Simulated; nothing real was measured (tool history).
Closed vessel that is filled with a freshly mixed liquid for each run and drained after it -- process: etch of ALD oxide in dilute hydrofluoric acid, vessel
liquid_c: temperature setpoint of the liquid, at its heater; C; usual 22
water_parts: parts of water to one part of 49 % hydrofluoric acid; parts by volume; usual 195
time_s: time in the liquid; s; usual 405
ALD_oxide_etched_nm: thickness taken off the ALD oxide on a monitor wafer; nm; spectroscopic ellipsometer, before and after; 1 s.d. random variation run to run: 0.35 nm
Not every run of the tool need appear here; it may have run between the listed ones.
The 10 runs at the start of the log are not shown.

run   hour  liquid_c  water_parts  time_s  wafers since the last listed run  hours since the thermometer was replaced  hours since the hydrofluoric acid flow meter was replaced  hours since the gauge calibration  read-back film thickness of the ALD oxide reference wafer, read on the same gauge (nm)  ALD_oxide_etched_nm
 11  118.5        22          195     515                               803                                     341.8                                                      716.9                              261.7                                                                                     130                50.76
 12    128        22          195     405                               460                                     351.3                                                      726.4                              271.2                                                                                  130.01                 39.8
 13  140.7        22          195     405                               615                                       364                                                      739.1                              283.9                                                                                  130.01                39.79
 14  151.1        18          275     615                               503                                     374.4                                                      749.5                              294.3                                                                                  130.01                 35.3
 15  161.7        22          130     405                               513                                       385                                                      760.1                              304.9                                                                                  129.99                63.93
     167.2  -- gauge calibrated
 16    179        22          195     405                               837                                     402.3                                                      777.4                               11.8                                                                                  130.02                40.78
 17  191.1        22          195     525                               586                                     414.4                                                      789.5                               23.9                                                                                     130                52.99
 18    201      24.5          240     265                               479                                     424.3                                                      799.4                               33.8                                                                                     130                22.78
 19  217.1        27          195     405                               779                                     440.4                                                      815.5                               49.9                                                                                     130                48.37
 20  229.8        19          120     260                               615                                     453.1                                                      828.2                               62.6                                                                                  130.02                39.62
 21  243.5      26.5          160     615                               663                                     466.8                                                      841.9                               76.3                                                                                  129.99                93.08
 22  257.3        22          150     270                               668                                     480.6                                                      855.7                               90.1                                                                                     130                36.67
 23  269.1      20.5          150     485                               571                                     492.4                                                      867.5                              101.9                                                                                     130                61.74
 24  285.6        18          195     225                               799                                     508.9                                                        884                              118.4                                                                                  129.98                19.41
     303.1  -- thermometer replaced
 25  303.6        18          105     235                               823                                       0.5                                                        902                              136.4                                                                                  129.99                 42.6
     313.4  -- hydrofluoric acid flow meter replaced
 26  321.3        22          280     585                               808                                      18.2                                                        7.9                              154.1                                                                                     130                34.43
 27  334.7        22          195     405                               648                                      31.6                                                       21.3                              167.5                                                                                     130                37.43
 28  344.8        22          195     405                               489                                      41.7                                                       31.4                              177.6                                                                                  129.99                37.49
 29    360      25.5          195     330                               736                                      56.9                                                       46.6                              192.8                                                                                  130.03                34.96
 30  370.5        22          195     465                               508                                      67.4                                                       57.1                              203.3                                                                                  129.98                43.07
 31  383.8      23.5          295     595                               644                                      80.7                                                       70.4                              216.6                                                                                     130                35.37
 32  395.9      20.5          195     230                               586                                      92.8                                                       82.5                              228.7                                                                                  130.02                19.98
 33  412.6        22          280     405                               808                                     109.5                                                       99.2                              245.4                                                                                  130.01                23.94
 34    428        26          280     620                               745                                     124.9                                                      114.6                              260.8                                                                                  129.98                42.46
 35  444.8        22          195     405                               813                                     141.7                                                      131.4                              277.6                                                                                     130                 38.2

Here are 3 independent what-if runs from the current tool condition. What would each one return?
  A  445.6        22          195     405                                38                                     142.5                                                      132.2                              278.4                                                                                       ?                    ?
  B  445.6        18          195     595                                38                                     142.5                                                      132.2                              278.4                                                                                       ?                    ?
  C  445.6        22          265     405                                38                                     142.5                                                      132.2                              278.4                                                                                       ?                    ?

run  read-back film thickness of the ALD oxide reference wafer, read on the same gauge (nm)  ALD_oxide_etched_nm
  A                                                                                     130                38.46
  B                                                                                     130                48.35
  C                                                                                     130                26.44
Had the tool no hidden state, the same runs would have come out as:
run  ALD_oxide_etched_nm
  A                37.95
  B                47.76
  C                26.05
